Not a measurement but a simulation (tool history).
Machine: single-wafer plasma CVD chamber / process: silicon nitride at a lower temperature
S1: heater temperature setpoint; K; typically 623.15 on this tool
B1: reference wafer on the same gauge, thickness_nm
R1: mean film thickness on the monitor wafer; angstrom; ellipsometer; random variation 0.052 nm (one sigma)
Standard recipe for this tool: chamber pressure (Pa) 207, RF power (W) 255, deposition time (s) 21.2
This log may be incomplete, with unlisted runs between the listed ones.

run 1 hour=0 | S1=623.15 chamber_pressure_(Pa)=207 RF_power_(W)=255 deposition_time_(s)=21.2 | B1=17.714 | R1=210.03
run 2 hour=99.3 | S1=623.15 chamber_pressure_(Pa)=207 RF_power_(W)=255 deposition_time_(s)=21.2 | B1=17.703 | R1=210.01
run 3 hour=202.2 | S1=623.15 chamber_pressure_(Pa)=207 RF_power_(W)=255 deposition_time_(s)=21.2 | B1=17.701 | R1=209.89
run 4 hour=245.1 | S1=623.15 chamber_pressure_(Pa)=207 RF_power_(W)=255 deposition_time_(s)=21.2 | B1=17.698 | R1=209.75
run 5 hour=284.6 | S1=623.15 chamber_pressure_(Pa)=207 RF_power_(W)=255 deposition_time_(s)=21.2 | B1=17.718 | R1=209.05
run 6 hour=366.9 | S1=623.15 chamber_pressure_(Pa)=207 RF_power_(W)=255 deposition_time_(s)=21.2 | B1=17.716 | R1=210
run 7 hour=431.1 | S1=623.15 chamber_pressure_(Pa)=207 RF_power_(W)=255 deposition_time_(s)=21.2 | B1=17.704 | R1=209.18
-- hour=470.4 showerhead replaced
run 8 hour=486.3 | S1=613.15 chamber_pressure_(Pa)=207 RF_power_(W)=255 deposition_time_(s)=25.2 | B1=17.708 | R1=248.42
-- hour=560.9 thermocouple changed; heater temperature recalibrated
run 9 hour=573.2 | S1=615.15 chamber_pressure_(Pa)=207 RF_power_(W)=205 deposition_time_(s)=25.4 | B1=17.688 | R1=204.16
run 10 hour=623.5 | S1=634.15 chamber_pressure_(Pa)=176 RF_power_(W)=300 deposition_time_(s)=23.9 | B1=17.709 | R1=256.6
-- hour=689.9 RF generator calibrated
run 11 hour=729 | S1=623.15 chamber_pressure_(Pa)=207 RF_power_(W)=255 deposition_time_(s)=21.2 | B1=17.704 | R1=211.6
-- hour=765.8 capacitance manometer re-zeroed and calibrated
-- hour=790.8 gauge calibrated
run 12 hour=829.7 | S1=623.15 chamber_pressure_(Pa)=220 RF_power_(W)=255 deposition_time_(s)=21.2 | B1=17.707 | R1=214.73
run 13 hour=899.5 | S1=623.15 chamber_pressure_(Pa)=207 RF_power_(W)=255 deposition_time_(s)=21.2 | B1=17.696 | R1=212.84
run 14 hour=1193.3 | S1=623.15 chamber_pressure_(Pa)=176 RF_power_(W)=240 deposition_time_(s)=25 | B1=17.699 | R1=227.33

Here are 4 independent what-if runs from the current tool condition. What would each one return?
run A hour=1193.7 | S1=623.15 chamber_pressure_(Pa)=207 RF_power_(W)=255 deposition_time_(s)=21.2 | B1=? | R1=?
run B hour=1193.7 | S1=610.15 chamber_pressure_(Pa)=171 RF_power_(W)=210 deposition_time_(s)=23 | B1=? | R1=?
run C hour=1193.7 | S1=623.15 chamber_pressure_(Pa)=221 RF_power_(W)=255 deposition_time_(s)=18.9 | B1=? | R1=?
run D hour=1193.7 | S1=623.15 chamber_pressure_(Pa)=159 RF_power_(W)=255 deposition_time_(s)=21.2 | B1=? | R1=?

run=A B1=17.703 R1=212.54
run=B B1=17.703 R1=185
run=C B1=17.703 R1=192.8
run=D B1=17.703 R1=198.85
Stripped of hidden state, with their random variation kept, the same runs would have yielded:
run=A R1=213.84
run=B R1=186.2
run=C R1=193.99
run=D R1=200.07
